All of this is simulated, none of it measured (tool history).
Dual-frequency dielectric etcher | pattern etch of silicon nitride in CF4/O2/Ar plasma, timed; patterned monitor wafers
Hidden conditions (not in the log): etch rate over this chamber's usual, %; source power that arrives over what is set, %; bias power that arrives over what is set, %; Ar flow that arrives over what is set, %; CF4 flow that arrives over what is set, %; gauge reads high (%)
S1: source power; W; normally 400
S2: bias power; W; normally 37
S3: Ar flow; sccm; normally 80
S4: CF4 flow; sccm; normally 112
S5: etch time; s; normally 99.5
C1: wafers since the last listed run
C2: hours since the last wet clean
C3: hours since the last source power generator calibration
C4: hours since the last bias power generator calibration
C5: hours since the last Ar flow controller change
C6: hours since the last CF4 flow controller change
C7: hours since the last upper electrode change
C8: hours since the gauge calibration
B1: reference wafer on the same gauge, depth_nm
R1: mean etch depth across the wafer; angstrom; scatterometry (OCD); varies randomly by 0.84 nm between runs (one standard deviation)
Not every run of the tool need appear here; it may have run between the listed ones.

{"run": 1, "hour": 0.0, "S1": 400, "S2": 37, "S3": 80, "S4": 112, "S5": 99.5, "C1": 0, "C2": 554.9, "C3": 4051, "C4": 2639.9, "C5": 3913.1, "C6": 2165.9, "C7": 6252.9, "C8": 333.8, "B1": 176.1, "R1": 1625}
{"run": 2, "hour": 7.2, "S1": 400, "S2": 37, "S3": 80, "S4": 112, "S5": 99.5, "C1": 55, "C2": 562.1, "C3": 4058.2, "C4": 2647.1, "C5": 3920.3, "C6": 2173.1, "C7": 6260.1, "C8": 341, "B1": 175.9, "R1": 1642}
{"run": 3, "hour": 18.9, "S1": 400, "S2": 37, "S3": 80, "S4": 112, "S5": 99.5, "C1": 90, "C2": 573.8, "C3": 4069.9, "C4": 2658.8, "C5": 3932, "C6": 2184.8, "C7": 6271.8, "C8": 352.7, "B1": 176, "R1": 1618}
{"run": 4, "hour": 35.2, "S1": 460, "S2": 37, "S3": 80, "S4": 112, "S5": 99.5, "C1": 126, "C2": 590.1, "C3": 4086.2, "C4": 2675.1, "C5": 3948.3, "C6": 2201.1, "C7": 6288.1, "C8": 369, "B1": 176.2, "R1": 1867}
{"run": 5, "hour": 45.9, "S1": 400, "S2": 37, "S3": 80, "S4": 136, "S5": 99.5, "C1": 82, "C2": 600.8, "C3": 4096.9, "C4": 2685.8, "C5": 3959, "C6": 2211.8, "C7": 6298.8, "C8": 379.7, "B1": 176, "R1": 1673}
{"hour": 81.8, "done": "wet clean of the chamber"}
{"hour": 83.1, "done": "source power generator calibrated"}
{"run": 6, "hour": 83.6, "S1": 330, "S2": 37, "S3": 80, "S4": 112, "S5": 99.5, "C1": 95, "C2": 1.8, "C3": 0.5, "C4": 2723.5, "C5": 3996.7, "C6": 2249.5, "C7": 6336.5, "C8": 417.4, "B1": 175.8, "R1": 1321}
{"run": 7, "hour": 84.0, "S1": 490, "S2": 37, "S3": 80, "S4": 128, "S5": 119, "C1": 3, "C2": 2.2, "C3": 0.9, "C4": 2723.9, "C5": 3997.1, "C6": 2249.9, "C7": 6336.9, "C8": 417.8, "B1": 176.1, "R1": 2307}
{"run": 8, "hour": 84.3, "S1": 490, "S2": 32, "S3": 80, "S4": 112, "S5": 99.5, "C1": 2, "C2": 2.5, "C3": 1.2, "C4": 2724.2, "C5": 3997.4, "C6": 2250.2, "C7": 6337.2, "C8": 418.1, "B1": 175.9, "R1": 1845}
{"run": 9, "hour": 100.3, "S1": 400, "S2": 41, "S3": 80, "S4": 128, "S5": 99.5, "C1": 123, "C2": 18.5, "C3": 17.2, "C4": 2740.2, "C5": 4013.4, "C6": 2266.2, "C7": 6353.2, "C8": 434.1, "B1": 176, "R1": 1683}
{"run": 10, "hour": 108.9, "S1": 400, "S2": 37, "S3": 80, "S4": 112, "S5": 99.5, "C1": 66, "C2": 27.1, "C3": 25.8, "C4": 2748.8, "C5": 4022, "C6": 2274.8, "C7": 6361.8, "C8": 442.7, "B1": 176, "R1": 1580}
{"run": 11, "hour": 120.6, "S1": 400, "S2": 37, "S3": 95, "S4": 112, "S5": 112, "C1": 90, "C2": 38.8, "C3": 37.5, "C4": 2760.5, "C5": 4033.7, "C6": 2286.5, "C7": 6373.5, "C8": 454.4, "B1": 175.9, "R1": 1721}
{"run": 12, "hour": 127.5, "S1": 450, "S2": 33, "S3": 80, "S4": 104, "S5": 99.5, "C1": 53, "C2": 45.7, "C3": 44.4, "C4": 2767.4, "C5": 4040.6, "C6": 2293.4, "C7": 6380.4, "C8": 461.3, "B1": 175.7, "R1": 1669}
{"hour": 147.0, "done": "bias power generator calibrated"}
{"hour": 158.3, "done": "upper electrode replaced"}
{"run": 13, "hour": 158.8, "S1": 400, "S2": 37, "S3": 80, "S4": 112, "S5": 99.5, "C1": 123, "C2": 77, "C3": 75.7, "C4": 11.8, "C5": 4071.9, "C6": 2324.7, "C7": 0.5, "C8": 492.6, "B1": 176.1, "R1": 1577}
{"hour": 176.1, "done": "Ar flow controller replaced"}
{"hour": 177.8, "done": "CF4 flow controller replaced"}
{"hour": 180.2, "done": "gauge calibrated"}
{"run": 14, "hour": 185.9, "S1": 370, "S2": 37, "S3": 80, "S4": 112, "S5": 99.5, "C1": 150, "C2": 104.1, "C3": 102.8, "C4": 38.9, "C5": 9.8, "C6": 8.1, "C7": 27.6, "C8": 5.7, "B1": 175.9, "R1": 1471}
{"run": 15, "hour": 194.0, "S1": 320, "S2": 37, "S3": 80, "S4": 95, "S5": 99.5, "C1": 62, "C2": 112.2, "C3": 110.9, "C4": 47, "C5": 17.9, "C6": 16.2, "C7": 35.7, "C8": 13.8, "B1": 176.2, "R1": 1232}
{"run": 16, "hour": 207.8, "S1": 400, "S2": 37, "S3": 80, "S4": 112, "S5": 99.5, "C1": 106, "C2": 126, "C3": 124.7, "C4": 60.8, "C5": 31.7, "C6": 30, "C7": 49.5, "C8": 27.6, "B1": 175.8, "R1": 1598}
{"run": 17, "hour": 222.0, "S1": 400, "S2": 37, "S3": 80, "S4": 112, "S5": 99.5, "C1": 109, "C2": 140.2, "C3": 138.9, "C4": 75, "C5": 45.9, "C6": 44.2, "C7": 63.7, "C8": 41.8, "B1": 175.8, "R1": 1580}
{"run": 18, "hour": 237.5, "S1": 400, "S2": 37, "S3": 80, "S4": 112, "S5": 118.5, "C1": 120, "C2": 155.7, "C3": 154.4, "C4": 90.5, "C5": 61.4, "C6": 59.7, "C7": 79.2, "C8": 57.3, "B1": 176.3, "R1": 1900}
{"run": 19, "hour": 248.2, "S1": 400, "S2": 37, "S3": 80, "S4": 126, "S5": 113, "C1": 82, "C2": 166.4, "C3": 165.1, "C4": 101.2, "C5": 72.1, "C6": 70.4, "C7": 89.9, "C8": 68, "B1": 175.7, "R1": 1848}
{"run": 20, "hour": 264.6, "S1": 400, "S2": 37, "S3": 80, "S4": 97, "S5": 99.5, "C1": 126, "C2": 182.8, "C3": 181.5, "C4": 117.6, "C5": 88.5, "C6": 86.8, "C7": 106.3, "C8": 84.4, "B1": 175.8, "R1": 1552}
{"run": 21, "hour": 281.8, "S1": 340, "S2": 42, "S3": 67, "S4": 112, "S5": 75.5, "C1": 133, "C2": 200, "C3": 198.7, "C4": 134.8, "C5": 105.7, "C6": 104, "C7": 123.5, "C8": 101.6, "B1": 176.1, "R1": 1105}

Predict each of these 4 candidate next runs independently; none follows another, all start after run 21:
{"run": "A", "hour": 282.2, "S1": 400, "S2": 37, "S3": 80, "S4": 123, "S5": 99.5, "C1": 3, "C2": 200.4, "C3": 199.1, "C4": 135.2, "C5": 106.1, "C6": 104.4, "C7": 123.9, "C8": 102, "B1": "?", "R1": "?"}
{"run": "B", "hour": 282.2, "S1": 350, "S2": 37, "S3": 80, "S4": 94, "S5": 99.5, "C1": 3, "C2": 200.4, "C3": 199.1, "C4": 135.2, "C5": 106.1, "C6": 104.4, "C7": 123.9, "C8": 102, "B1": "?", "R1": "?"}
{"run": "C", "hour": 282.2, "S1": 310, "S2": 37, "S3": 87, "S4": 124, "S5": 120, "C1": 3, "C2": 200.4, "C3": 199.1, "C4": 135.2, "C5": 106.1, "C6": 104.4, "C7": 123.9, "C8": 102, "B1": "?", "R1": "?"}
{"run": "D", "hour": 282.2, "S1": 400, "S2": 37, "S3": 64, "S4": 112, "S5": 85, "C1": 3, "C2": 200.4, "C3": 199.1, "C4": 135.2, "C5": 106.1, "C6": 104.4, "C7": 123.9, "C8": 102, "B1": "?", "R1": "?"}

run=A B1=176 R1=1619
run=B B1=176 R1=1352
run=C B1=176 R1=1512
run=D B1=176 R1=1403
The same runs, with their run-to-run variation unchanged, on a tool lacking any hidden condition would have given:
run=A R1=1598
run=B R1=1335
run=C R1=1493
run=D R1=1385

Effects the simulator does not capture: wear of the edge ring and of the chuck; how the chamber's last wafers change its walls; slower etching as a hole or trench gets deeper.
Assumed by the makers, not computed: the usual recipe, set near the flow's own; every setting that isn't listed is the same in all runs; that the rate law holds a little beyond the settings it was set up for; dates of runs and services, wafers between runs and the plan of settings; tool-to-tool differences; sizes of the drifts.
